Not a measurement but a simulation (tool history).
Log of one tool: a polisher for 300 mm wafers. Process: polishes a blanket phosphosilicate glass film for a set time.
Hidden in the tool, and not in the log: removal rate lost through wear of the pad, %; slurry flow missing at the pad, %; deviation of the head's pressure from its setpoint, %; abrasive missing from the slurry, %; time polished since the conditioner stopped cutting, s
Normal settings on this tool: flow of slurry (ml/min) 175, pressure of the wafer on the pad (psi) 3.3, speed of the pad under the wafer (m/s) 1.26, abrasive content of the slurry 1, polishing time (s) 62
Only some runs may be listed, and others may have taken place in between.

| run | hour | flow of slurry (ml/min) | pressure of the wafer on the pad (psi) | speed of the pad under the wafer (m/s) | abrasive content of the slurry | polishing time (s) | wafers since the last listed run | wafers polished on this pad | hours since the slurry nozzle was cleaned | hours since the head pressure was calibrated | hours since the slurry blender was calibrated | hours since the conditioning disc was replaced | incoming thickness of the incoming film, nm | film removed (Å) |
|---|---|---|---|---|---|---|---|---|---|---|---|---|---|---|
| 1 | 0 | 175 | 3.6 | 1.58 | 1 | 62 | 0 | 3282 | 89.8 | 1020.9 | 424.7 | 340.8 | 2708.8 | 9884 |
|  | 46.2 | slurry blender recalibrated |
| 2 | 61.2 | 175 | 3.3 | 1.26 | 1 | 62 | 703 | 3985 | 151 | 1082.1 | 15 | 402 | 2674.7 | 7323 |
|  | 85.5 | conditioning disc replaced and pad reconditioned |
| 3 | 119 | 175 | 3.3 | 1.26 | 1 | 62 | 662 | 4648 | 208.8 | 1139.9 | 72.8 | 33.5 | 2653.5 | 7283 |
|  | 184.5 | worn pad replaced by a new one |
| 4 | 200.9 | 175 | 3.3 | 1.26 | 1 | 62 | 925 | 194 | 290.7 | 1221.8 | 154.7 | 115.4 | 2635.6 | 7445 |
| 5 | 262 | 175 | 3.3 | 1.26 | 1 | 62 | 725 | 920 | 351.8 | 1282.9 | 215.8 | 176.5 | 2700.5 | 7324 |
| 6 | 295.3 | 225 | 4.3 | 1.26 | 1 | 78 | 395 | 1315 | 385.1 | 1316.2 | 249.1 | 209.8 | 2673.9 | 12504 |
| 7 | 320.1 | 175 | 3.7 | 1.58 | 1 | 62 | 294 | 1610 | 409.9 | 1341 | 273.9 | 234.6 | 2679.6 | 9735 |
|  | 371.1 | slurry nozzle cleaned |
| 8 | 375 | 175 | 3.9 | 1.48 | 1 | 83 | 640 | 2250 | 3.9 | 1395.9 | 328.8 | 289.5 | 2648.2 | 13440 |
| 9 | 404.1 | 175 | 3.3 | 1.26 | 1 | 62 | 345 | 2596 | 33 | 1425 | 357.9 | 318.6 | 2657 | 7497 |
| 10 | 461.8 | 145 | 3.3 | 1.04 | 0.8 | 62 | 685 | 3281 | 90.7 | 1482.7 | 415.6 | 376.3 | 2653.6 | 5032 |
|  | 475 | conditioning disc replaced and pad reconditioned |
|  | 509.7 | slurry blender recalibrated |
| 11 | 515.3 | 175 | 2.2 | 1.54 | 1 | 62 | 587 | 3869 | 144.2 | 1536.2 | 5.6 | 40.3 | 2673.9 | 5879 |
| 12 | 563.3 | 225 | 3.3 | 1.26 | 0.9 | 62 | 570 | 4439 | 192.2 | 1584.2 | 53.6 | 88.3 | 2712.2 | 7051 |
|  | 583.7 | worn pad replaced by a new one |
| 13 | 589.6 | 175 | 3.3 | 1.26 | 1 | 62 | 264 | 69 | 218.5 | 1610.5 | 79.9 | 114.6 | 2719.1 | 7396 |
|  | 592.6 | head pressure recalibrated |
| 14 | 655.6 | 175 | 3.3 | 1.26 | 1 | 62 | 760 | 829 | 284.5 | 63 | 145.9 | 180.6 | 2653.1 | 7265 |
| 15 | 693.3 | 115 | 2.5 | 0.94 | 1.1 | 62 | 447 | 1277 | 322.2 | 100.7 | 183.6 | 218.3 | 2694.5 | 4212 |
| 16 | 743.1 | 145 | 3.7 | 1.46 | 1 | 50 | 591 | 1868 | 372 | 150.5 | 233.4 | 268.1 | 2656 | 6977 |
| 17 | 870.3 | 190 | 3.3 | 1.26 | 1.2 | 62 | 1510 | 3379 | 499.2 | 277.7 | 360.6 | 395.3 | 2731.6 | 7993 |
|  | 908 | slurry nozzle cleaned |
|  | 920.9 | conditioning disc replaced and pad reconditioned |
| 18 | 934.8 | 140 | 3.3 | 1.26 | 1 | 71 | 730 | 4109 | 26.8 | 342.2 | 425.1 | 13.9 | 2612.9 | 8247 |
|  | 967.4 | slurry blender recalibrated |
| 19 | 982.2 | 175 | 3.3 | 1.26 | 1.15 | 62 | 539 | 4649 | 74.2 | 389.6 | 14.8 | 61.3 | 2665.6 | 8341 |
|  | 1016 | worn pad replaced by a new one |
| 20 | 1036.4 | 175 | 3.3 | 1.26 | 1 | 62 | 596 | 242 | 128.4 | 443.8 | 69 | 115.5 | 2729.7 | 7644 |

Run 21, settings as shown, results not yet in. Your forecast:
| 21 | 1078.1 | 175 | 3.3 | 1.46 | 1.2 | 76 | 495 | 737 | 170.1 | 485.5 | 110.7 | 157.2 | 2694.7 | ? |

film removed (Å): 11812
Without the tool's hidden state the same run would have given film removed (Å) 11942.
